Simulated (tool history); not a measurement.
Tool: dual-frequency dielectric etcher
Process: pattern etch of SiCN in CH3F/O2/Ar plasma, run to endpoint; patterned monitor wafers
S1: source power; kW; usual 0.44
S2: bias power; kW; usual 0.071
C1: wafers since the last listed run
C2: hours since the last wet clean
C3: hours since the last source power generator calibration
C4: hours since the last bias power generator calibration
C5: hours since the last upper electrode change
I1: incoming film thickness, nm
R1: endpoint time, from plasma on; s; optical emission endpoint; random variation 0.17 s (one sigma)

run    day    S1     S2   C1     C2      C3      C4      C5     I1    R1
  1      0  0.44  0.071    0  303.7    1283  3580.9  3708.5  11.49  31.9
  2  0.654  0.44  0.071  253  319.4  1298.7  3596.6  3724.2  11.29  31.4
  3  1.392  0.44  0.071  285  337.1  1316.4  3614.3  3741.9  11.53  31.9
     3.454  -- wet clean of the chamber
  4  3.475  0.44  0.083  419    0.5  1366.4  3664.3  3791.9  11.39  28.5
  5  3.488  0.44  0.083    4    0.8  1366.7  3664.6  3792.2  11.34  28.9
  6  3.938  0.44  0.083  174   11.6  1377.5  3675.4    3803  11.41  28.7
     4.217  -- bias power generator calibrated
     5.371  -- upper electrode replaced
  7  5.392  0.44  0.071  111   46.5  1412.4    28.2     0.5  11.38  30.5
  8  5.412   0.4  0.055    8     47  1412.9    28.7       1  11.49  35.3
     5.812  -- source power generator calibrated
  9  5.838   0.4  0.071  100   57.2     0.6    38.9    11.2  11.34  31.7
 10  6.383   0.5  0.071  211   70.3    13.7      52    24.3  11.39  29.2
 11  7.054  0.39  0.076  260   86.4    29.8    68.1    40.4  11.34  31.1
 12  7.358   0.5  0.063  117   93.7    37.1    75.4    47.7   11.4  30.8
 13  7.908  0.35  0.059  213  106.9    50.3    88.6    60.9  11.48  36.4
 14  8.979  0.44  0.071  415  132.6      76   114.3    86.6  11.43  31.4
 15  9.404  0.48  0.082  164  142.8    86.2   124.5    96.8  11.36  28.3

4 ways to go on from here, each from the tool as it stands after run 15. What would each give?
  A  9.421  0.51  0.071   6  143.2  86.6  124.9  97.2  11.41   ?
  B  9.421  0.53  0.055   6  143.2  86.6  124.9  97.2  11.41   ?
  C  9.421   0.5  0.064   6  143.2  86.6  124.9  97.2  11.41   ?
  D  9.421  0.54  0.077   6  143.2  86.6  124.9  97.2  11.41   ?

run    R1
  A  29.3
  B  31.9
  C  30.8
  D  27.9
Without the tool's hidden state the same runs would have given:
run    R1
  A  28.8
  B  31.4
  C  30.2
  D  27.4

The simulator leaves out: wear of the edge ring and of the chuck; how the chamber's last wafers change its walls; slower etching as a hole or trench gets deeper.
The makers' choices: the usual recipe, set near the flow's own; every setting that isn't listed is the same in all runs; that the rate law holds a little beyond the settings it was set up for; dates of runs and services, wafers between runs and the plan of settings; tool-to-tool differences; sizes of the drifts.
